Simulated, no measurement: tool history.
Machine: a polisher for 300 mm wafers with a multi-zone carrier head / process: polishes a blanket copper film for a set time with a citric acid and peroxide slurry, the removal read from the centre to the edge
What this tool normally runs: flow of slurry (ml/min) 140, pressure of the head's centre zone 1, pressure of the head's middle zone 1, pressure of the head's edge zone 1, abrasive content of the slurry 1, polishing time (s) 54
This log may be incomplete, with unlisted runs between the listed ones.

| run | hour | flow of slurry (ml/min) | pressure of the head's centre zone | pressure of the head's middle zone | pressure of the head's edge zone | abrasive content of the slurry | polishing time (s) | incoming thickness of the incoming film, nm | film removed at the wafer's centre (angstrom) | film removed at mid-radius (angstrom) | film removed at the wafer's edge (angstrom) |
|---|---|---|---|---|---|---|---|---|---|---|---|
| 1 | 0 | 140 | 1 | 1 | 1 | 1 | 69 | 848.1 | 982 | 1022 | 1053 |
|  | 17.2 | worn pad replaced by a new one |
| 2 | 17.7 | 140 | 1 | 1 | 1 | 1 | 69 | 855.9 | 1109 | 1165 | 1188 |
| 3 | 31.1 | 140 | 1 | 1 | 1 | 1 | 54 | 850.2 | 821 | 851 | 863 |
| 4 | 46.7 | 140 | 1 | 1 | 1 | 1 | 54 | 862.9 | 806 | 820 | 832 |
| 5 | 58.4 | 140 | 1 | 1 | 1 | 1 | 54 | 849.4 | 798 | 816 | 846 |
|  | 67.9 | worn pad replaced by a new one |
| 6 | 68.4 | 140 | 1 | 1 | 1 | 1 | 54 | 848.2 | 863 | 896 | 917 |
| 7 | 75.9 | 140 | 1 | 1 | 1 | 1 | 54 | 857.8 | 837 | 861 | 913 |
| 8 | 86.8 | 140 | 1 | 1 | 1 | 1 | 54 | 860.1 | 801 | 832 | 873 |
| 9 | 93.8 | 140 | 1 | 1 | 0.96 | 1 | 54 | 840.9 | 795 | 827 | 835 |
|  | 98.9 | edge zone pressure recalibrated |
| 10 | 101 | 140 | 1.07 | 1.04 | 1 | 1 | 54 | 852.3 | 810 | 852 | 842 |
|  | 121.7 | slurry nozzle cleaned |
|  | 122.7 | worn pad replaced by a new one |
| 11 | 143.6 | 170 | 1.08 | 1.11 | 1 | 0.9 | 54 | 853.7 | 873 | 916 | 870 |
| 12 | 159.2 | 140 | 1 | 1 | 1.04 | 1 | 54 | 845.9 | 805 | 826 | 867 |
|  | 169.4 | worn pad replaced by a new one |
| 13 | 170.8 | 125 | 1 | 1 | 1 | 1 | 39 | 855.9 | 643 | 650 | 682 |
|  | 173.1 | centre zone pressure recalibrated |
| 14 | 181.1 | 95 | 1 | 1 | 1 | 0.8 | 54 | 862.8 | 760 | 799 | 827 |
|  | 192.9 | carrier head's membrane replaced by a new one |
| 15 | 193.4 | 140 | 1 | 1 | 0.95 | 1.2 | 43 | 866.4 | 679 | 700 | 715 |
| 16 | 207.7 | 175 | 1 | 1 | 0.97 | 1 | 54 | 842.9 | 832 | 880 | 841 |
| 17 | 217.6 | 140 | 1 | 1 | 1 | 1 | 54 | 847.6 | 785 | 813 | 849 |
|  | 226.4 | worn pad replaced by a new one |
| 18 | 234.3 | 140 | 1 | 1 | 1 | 1 | 54 | 842.4 | 849 | 875 | 898 |
| 19 | 249.5 | 140 | 1 | 1 | 1 | 1 | 54 | 849.9 | 808 | 835 | 861 |

Each row is a separate what-if for the run after 19, all from the same tool condition, not one after another. Results?
| A | 249.9 | 140 | 1 | 1 | 1 | 1 | 45 | 858.7 | ? | ? | ? |
| B | 249.9 | 170 | 1 | 1.04 | 0.92 | 1.15 | 54 | 858.7 | ? | ? | ? |
| C | 249.9 | 140 | 1 | 0.9 | 1 | 1 | 54 | 858.7 | ? | ? | ? |

| run | film removed at the wafer's centre (angstrom) | film removed at mid-radius (angstrom) | film removed at the wafer's edge (angstrom) |
|---|---|---|---|
| A | 673 | 691 | 723 |
| B | 858 | 902 | 873 |
| C | 807 | 772 | 868 |
With the hidden condition removed and each run's random variation left untouched, the same runs would have given:
| run | film removed at the wafer's centre (angstrom) | film removed at mid-radius (angstrom) | film removed at the wafer's edge (angstrom) |
|---|---|---|---|
| A | 781 | 797 | 819 |
| B | 989 | 1033 | 987 |
| C | 937 | 890 | 984 |

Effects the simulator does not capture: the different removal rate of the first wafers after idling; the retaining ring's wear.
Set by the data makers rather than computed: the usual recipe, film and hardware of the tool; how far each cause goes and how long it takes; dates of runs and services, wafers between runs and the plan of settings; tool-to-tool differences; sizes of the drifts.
